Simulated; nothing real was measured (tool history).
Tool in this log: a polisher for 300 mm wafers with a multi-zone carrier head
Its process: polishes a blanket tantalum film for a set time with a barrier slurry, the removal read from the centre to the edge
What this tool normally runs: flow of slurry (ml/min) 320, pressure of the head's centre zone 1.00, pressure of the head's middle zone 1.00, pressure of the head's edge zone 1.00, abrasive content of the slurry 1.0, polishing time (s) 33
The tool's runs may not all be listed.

run   hour  flow of slurry (ml/min)  pressure of the head's centre zone  pressure of the head's middle zone  pressure of the head's edge zone  abrasive content of the slurry  polishing time (s)  incoming thickness of the incoming film, nm  film removed at the wafer's centre (angstrom)  film removed at mid-radius (angstrom)  film removed at the wafer's edge (angstrom)
  1    0.0                      240                                1.00                                1.00                              1.00                             1.0                  33                                        190.6                                            629                                    622                                          637
  2   12.8                      320                                1.00                                1.00                              1.00                             1.0                  33                                        188.6                                            641                                    657                                          658
  3   35.6                      320                                1.00                                1.00                              1.00                             1.0                  33                                        191.9                                            650                                    660                                          650
      45.2  -- carrier head's membrane replaced by a new one
      45.9  -- slurry nozzle cleaned
  4   71.3                      320                                1.04                                1.00                              1.00                             1.0                  33                                        189.7                                            707                                    676                                          686
  5   89.9                      320                                1.05                                1.00                              1.00                             1.0                  33                                        193.0                                            718                                    696                                          686
  6  105.5                      320                                1.00                                1.00                              1.00                             1.0                  33                                        189.1                                            648                                    676                                          668
     123.0  -- worn pad replaced by a new one
  7  140.2                      320                                1.00                                1.00                              1.00                             0.7                  33                                        191.4                                            555                                    553                                          539
  8  232.7                      365                                1.00                                1.00                              1.00                             1.0                  25                                        189.0                                            517                                    510                                          511
     247.6  -- edge zone pressure recalibrated
  9  252.8                      320                                0.92                                1.00                              1.00                             1.0                  33                                        191.4                                            617                                    661                                          672
 10  286.5                      320                                1.00                                1.00                              1.00                             1.0                  33                                        190.0                                            647                                    675                                          668
 11  317.0                      220                                1.00                                1.00                              1.00                             1.0                  33                                        189.5                                            601                                    617                                          634
     321.8  -- worn pad replaced by a new one
     327.5  -- centre zone pressure recalibrated
     335.8  -- slurry nozzle cleaned
 12  336.3                      320                                0.91                                1.12                              1.00                             1.0                  33                                        193.2                                            618                                    768                                          690
 13  348.9                      320                                1.00                                1.00                              1.00                             1.0                  33                                        193.1                                            667                                    687                                          675
 14  373.2                      415                                0.93                                1.00                              0.93                             1.0                  33                                        189.6                                            641                                    708                                          665
 15  386.0                      320                                1.00                                0.96                              0.94                             1.0                  33                                        187.8                                            674                                    659                                          654
 16  403.6                      320                                1.00                                1.00                              0.93                             1.0                  33                                        187.9                                            677                                    682                                          656
 17  432.2                      415                                0.93                                1.00                              0.93                             1.0                  33                                        191.6                                            632                                    713                                          682
 18  458.5                      320                                1.00                                1.00                              1.00                             1.2                  33                                        189.9                                            744                                    737                                          723
 19  474.8                      320                                0.92                                1.00                              1.00                             1.0                  33                                        192.8                                            611                                    672                                          686
 20  509.3                      390                                1.00                                1.00                              1.00                             1.0                  33                                        190.8                                            687                                    674                                          677
     515.3  -- worn pad replaced by a new one
 21  543.0                      320                                1.00                                1.00                              1.00                             1.0                  33                                        193.2                                            683                                    652                                          676
 22  570.5                      235                                1.00                                0.93                              1.03                             0.8                  33                                        188.6                                            547                                    527                                          581

What if the next run were any one of these 4? Each begins from the tool's condition after run 22:
  A  570.9                      320                                1.00                                1.00                              1.00                             1.0                  33                                        190.7                                              ?                                      ?                                            ?
  B  570.9                      320                                0.92                                1.00                              1.06                             1.0                  33                                        190.7                                              ?                                      ?                                            ?
  C  570.9                      320                                0.90                                1.00                              1.08                             1.0                  33                                        190.7                                              ?                                      ?                                            ?
  D  570.9                      320                                1.00                                1.10                              1.10                             1.0                  33                                        190.7                                              ?                                      ?                                            ?

run  film removed at the wafer's centre (angstrom)  film removed at mid-radius (angstrom)  film removed at the wafer's edge (angstrom)
  A                                            667                                    688                                          662
  B                                            614                                    688                                          681
  C                                            601                                    688                                          687
  D                                            667                                    745                                          693
Without the tool's hidden state the same runs would have given:
run  film removed at the wafer's centre (angstrom)  film removed at mid-radius (angstrom)  film removed at the wafer's edge (angstrom)
  A                                            687                                    706                                          675
  B                                            633                                    706                                          695
  C                                            619                                    706                                          701
  D                                            687                                    766                                          707

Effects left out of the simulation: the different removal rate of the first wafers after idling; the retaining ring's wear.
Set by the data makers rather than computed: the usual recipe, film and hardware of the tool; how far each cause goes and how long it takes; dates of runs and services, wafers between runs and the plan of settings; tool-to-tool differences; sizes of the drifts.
